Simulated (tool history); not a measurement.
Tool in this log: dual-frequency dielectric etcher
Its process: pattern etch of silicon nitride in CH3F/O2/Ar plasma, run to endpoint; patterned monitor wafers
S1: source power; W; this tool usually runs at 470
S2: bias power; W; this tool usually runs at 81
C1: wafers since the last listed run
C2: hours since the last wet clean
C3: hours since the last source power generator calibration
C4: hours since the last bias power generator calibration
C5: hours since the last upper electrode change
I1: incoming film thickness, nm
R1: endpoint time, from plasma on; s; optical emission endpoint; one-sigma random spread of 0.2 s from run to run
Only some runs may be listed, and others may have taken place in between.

run	hour	S1	S2	C1	C2	C3	C4	C5	I1	R1
1	0.0	420	67	0	126.9	1827.2	2635.0	1142.7	35.60	49.2
2	55.2	470	87	618	182.1	1882.4	2690.2	1197.9	35.36	41.2
3	124.6	470	90	777	251.5	1951.8	2759.6	1267.3	35.16	40.8
4	180.8	470	90	629	307.7	2008.0	2815.8	1323.5	35.26	40.9
5	210.8	470	90	336	337.7	2038.0	2845.8	1353.5	35.19	40.2
# hour 254.6: wet clean of the chamber
6	255.1	490	81	227	0.5	2082.3	2890.1	1397.8	35.34	41.9
7	295.7	540	81	455	41.1	2122.9	2930.7	1438.4	35.08	40.2
8	358.7	470	74	706	104.1	2185.9	2993.7	1501.4	35.24	44.3
9	419.4	530	70	680	164.8	2246.6	3054.4	1562.1	35.16	43.1
10	445.5	470	81	292	190.9	2272.7	3080.5	1588.2	35.33	42.9
11	495.6	470	81	561	241.0	2322.8	3130.6	1638.3	35.40	43.0
12	553.5	470	81	649	298.9	2380.7	3188.5	1696.2	35.00	42.1
13	625.0	470	73	801	370.4	2452.2	3260.0	1767.7	35.36	44.7
14	686.3	470	73	687	431.7	2513.5	3321.3	1829.0	35.60	45.1
# hour 716.2: wet clean of the chamber
15	734.1	370	67	266	17.9	2561.3	3369.1	1876.8	35.21	51.7
16	763.7	530	81	331	47.5	2590.9	3398.7	1906.4	35.60	40.4
17	791.3	470	81	309	75.1	2618.5	3426.3	1934.0	35.30	42.5
18	848.9	430	92	645	132.7	2676.1	3483.9	1991.6	35.44	42.1
19	902.6	510	71	601	186.4	2729.8	3537.6	2045.3	35.73	44.2
20	933.3	470	81	344	217.1	2760.5	3568.3	2076.0	35.36	42.9
21	962.0	470	75	321	245.8	2789.2	3597.0	2104.7	35.77	45.0
# hour 988.8: bias power generator calibrated
# hour 992.3: source power generator calibrated
# hour 1100.4: upper electrode replaced
# hour 1117.6: wet clean of the chamber
22	1168.8	350	81	1772	51.2	176.5	180.0	68.4	35.65	51.2
23	1218.1	380	100	552	100.5	225.8	229.3	117.7	35.18	44.6
# hour 1273.4: source power generator calibrated, repeated, since the last time left the tool worse
24	1289.5	400	81	755	171.9	16.1	300.7	189.1	35.69	47.5
25	1316.2	390	61	299	198.6	42.8	327.4	215.8	35.77	54.4
26	1425.9	470	81	1229	308.3	152.5	437.1	325.5	35.29	43.4
27	1455.8	470	100	335	338.2	182.4	467.0	355.4	35.09	39.1
28	1481.0	550	81	282	363.4	207.6	492.2	380.6	35.37	40.2
# hour 1561.1: wet clean of the chamber
29	1561.6	440	88	634	0.5	288.2	572.8	461.2	35.68	43.4
30	1600.8	380	90	439	39.7	327.4	612.0	500.4	35.30	45.3
31	1653.6	410	81	591	92.5	380.2	664.8	553.2	35.64	46.7
32	1687.3	410	70	377	126.2	413.9	698.5	586.9	35.45	49.4
33	1752.9	570	81	735	191.8	479.5	764.1	652.5	35.30	39.9
34	1777.5	470	69	275	216.4	504.1	788.7	677.1	35.54	46.9
35	1804.2	510	94	299	243.1	530.8	815.4	703.8	35.48	39.2

4 ways to go on from here, each from the tool as it stands after run 35. What would each give?
A	1804.6	470	81	4	243.5	531.2	815.8	704.2	35.45	?
B	1804.6	470	63	4	243.5	531.2	815.8	704.2	35.45	?
C	1804.6	570	87	4	243.5	531.2	815.8	704.2	35.45	?
D	1804.6	470	99	4	243.5	531.2	815.8	704.2	35.45	?

run	R1
A	43.5
B	48.8
C	38.7
D	39.7
The same runs, with their run-to-run variation unchanged, on a tool lacking any hidden condition would have given:
run	R1
A	43.6
B	48.8
C	38.8
D	39.8
